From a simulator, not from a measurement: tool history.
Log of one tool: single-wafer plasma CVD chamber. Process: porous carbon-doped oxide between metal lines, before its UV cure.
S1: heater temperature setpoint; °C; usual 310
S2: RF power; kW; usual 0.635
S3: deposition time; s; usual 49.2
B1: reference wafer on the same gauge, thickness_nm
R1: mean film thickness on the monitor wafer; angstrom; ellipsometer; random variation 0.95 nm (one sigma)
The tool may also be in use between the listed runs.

{"run": 1, "hour": 0.0, "S1": 305, "S2": 0.685, "S3": 49.2, "B1": 342.539, "R1": 3591.48}
{"run": 2, "hour": 81.8, "S1": 310, "S2": 0.635, "S3": 43.7, "B1": 342.102, "R1": 2899.9}
{"run": 3, "hour": 299.6, "S1": 310, "S2": 0.635, "S3": 43.7, "B1": 341.9, "R1": 2892.33}
{"run": 4, "hour": 358.3, "S1": 310, "S2": 0.635, "S3": 49.2, "B1": 342.203, "R1": 3219.91}
{"hour": 430.5, "done": "RF generator calibrated"}
{"run": 5, "hour": 460.5, "S1": 310, "S2": 0.635, "S3": 49.2, "B1": 341.977, "R1": 3388.43}
{"hour": 511.5, "done": "thermocouple changed; heater temperature recalibrated"}
{"hour": 516.6, "done": "gauge calibrated"}
{"hour": 539.0, "done": "showerhead replaced"}
{"run": 6, "hour": 539.5, "S1": 310, "S2": 0.635, "S3": 49.2, "B1": 342.256, "R1": 3302.22}
{"run": 7, "hour": 618.1, "S1": 310, "S2": 0.635, "S3": 49.2, "B1": 341.644, "R1": 3286.39}
{"run": 8, "hour": 718.7, "S1": 305, "S2": 0.635, "S3": 49.2, "B1": 342.219, "R1": 3388.87}
{"run": 9, "hour": 824.9, "S1": 304, "S2": 0.72, "S3": 49.2, "B1": 342.394, "R1": 3843.81}
{"run": 10, "hour": 887.5, "S1": 299, "S2": 0.58, "S3": 44.8, "B1": 341.937, "R1": 2935.14}
{"run": 11, "hour": 944.7, "S1": 314, "S2": 0.74, "S3": 44.6, "B1": 342.219, "R1": 3362.84}
{"run": 12, "hour": 1051.2, "S1": 316, "S2": 0.635, "S3": 49.2, "B1": 341.396, "R1": 3152.6}
{"run": 13, "hour": 1114.8, "S1": 310, "S2": 0.635, "S3": 49.2, "B1": 342.086, "R1": 3265.42}
{"run": 14, "hour": 1185.1, "S1": 310, "S2": 0.635, "S3": 41, "B1": 341.65, "R1": 2744.44}

4 ways to go on from here, each from the tool as it stands after run 14. What would each give?
{"run": "A", "hour": 1185.5, "S1": 298, "S2": 0.635, "S3": 49.2, "B1": "?", "R1": "?"}
{"run": "B", "hour": 1185.5, "S1": 315, "S2": 0.635, "S3": 49.2, "B1": "?", "R1": "?"}
{"run": "C", "hour": 1185.5, "S1": 310, "S2": 0.72, "S3": 49.2, "B1": "?", "R1": "?"}
{"run": "D", "hour": 1185.5, "S1": 298, "S2": 0.605, "S3": 52.4, "B1": "?", "R1": "?"}

run=A B1=341.965 R1=3541.45
run=B B1=341.965 R1=3189.71
run=C B1=341.965 R1=3695.06
run=D B1=341.965 R1=3591.88
Without the tool's hidden state the same runs would have given:
run=A R1=3540.17
run=B R1=3197.45
run=C R1=3698.59
run=D R1=3590.58
